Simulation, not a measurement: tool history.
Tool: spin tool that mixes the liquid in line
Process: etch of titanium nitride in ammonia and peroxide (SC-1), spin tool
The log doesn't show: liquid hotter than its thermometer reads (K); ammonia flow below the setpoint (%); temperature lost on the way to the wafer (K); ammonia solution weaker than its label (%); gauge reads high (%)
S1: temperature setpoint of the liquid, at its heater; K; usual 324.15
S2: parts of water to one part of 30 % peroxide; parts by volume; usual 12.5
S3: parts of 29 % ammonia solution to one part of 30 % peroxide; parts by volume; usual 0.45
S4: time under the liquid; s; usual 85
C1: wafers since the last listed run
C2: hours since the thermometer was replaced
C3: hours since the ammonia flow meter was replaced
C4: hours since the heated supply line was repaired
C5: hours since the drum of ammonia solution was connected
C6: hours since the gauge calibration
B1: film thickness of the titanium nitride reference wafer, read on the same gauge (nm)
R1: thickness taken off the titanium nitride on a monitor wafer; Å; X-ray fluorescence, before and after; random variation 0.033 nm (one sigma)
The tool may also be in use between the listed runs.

run	hour	S1	S2	S3	S4	C1	C2	C3	C4	C5	C6	B1	R1
1	0	324.15	11	0.45	85	0	699.5	893	1666.1	150.9	269.2	79.938	44.62
2	36.9	324.15	11	0.45	85	455	736.4	929.9	1703	187.8	306.1	80.001	45.03
3	130.9	324.15	11	0.45	85	1159	830.4	1023.9	1797	281.8	400.1	79.973	45.59
4	171.9	324.15	12.5	0.45	85	505	871.4	1064.9	1838	322.8	441.1	79.956	42.79
5	253	324.15	12.5	0.45	85	1000	952.5	1146	1919.1	403.9	522.2	79.981	42.37
6	293.1	324.15	12.5	0.45	85	494	992.6	1186.1	1959.2	444	562.3	80.036	43.24
7	336.8	324.15	12.5	0.45	120	539	1036.3	1229.8	2002.9	487.7	606	79.996	60.04
8	385	324.15	12.5	0.3	85	594	1084.5	1278	2051.1	535.9	654.2	79.998	39.74
# hour 508.4: thermometer replaced
# hour 706.4: gauge calibrated
9	706.9	324.15	12.5	0.3	85	3959	198.5	1599.9	2373	857.8	0.5	79.989	39.07
# hour 719.9: new drum of ammonia solution connected
10	784.8	330.65	12.5	0.45	85	948	276.4	1677.8	2450.9	64.9	78.4	79.995	65.04
11	822	324.15	12.5	0.25	70	458	313.6	1715	2488.1	102.1	115.6	79.985	30.71
# hour 824.4: heated supply line repaired
12	881.2	332.65	11	0.45	85	718	372.8	1774.2	56.8	161.3	174.8	80.017	80.29
13	942.6	324.15	12.5	0.6	85	757	434.2	1835.6	118.2	222.7	236.2	80.043	44.08
14	1007.5	327.65	15	0.45	105	800	499.1	1900.5	183.1	287.6	301.1	79.972	60.72
# hour 1011.2: ammonia flow meter replaced
15	1084.3	324.15	12.5	0.45	85	935	575.9	73.1	259.9	364.4	377.9	80.008	42.18
16	1177.2	324.15	12.5	0.45	85	1146	668.8	166	352.8	457.3	470.8	80.01	42.36
17	1271.6	324.15	18.5	0.3	85	1164	763.2	260.4	447.2	551.7	565.2	80.016	31.47
18	1362.5	324.15	9.5	0.45	85	1121	854.1	351.3	538.1	642.6	656.1	80.037	49.05
19	1442.4	324.15	9.5	0.45	105	985	934	431.2	618	722.5	736	80.027	61.65

3 ways to go on from here, each from the tool as it stands after run 19. What would each give?
A	1442.8	324.15	12.5	0.65	85	4	934.4	431.6	618.4	722.9	736.4	?	?
B	1442.8	324.15	12.5	0.4	110	4	934.4	431.6	618.4	722.9	736.4	?	?
C	1442.8	317.15	15.5	0.55	125	4	934.4	431.6	618.4	722.9	736.4	?	?

run	B1	R1
A	80.067	46.14
B	80.067	54.77
C	80.067	35.81
Without the tool's hidden state the same runs would have given:
run	R1
A	44.67
B	53.02
C	34.61
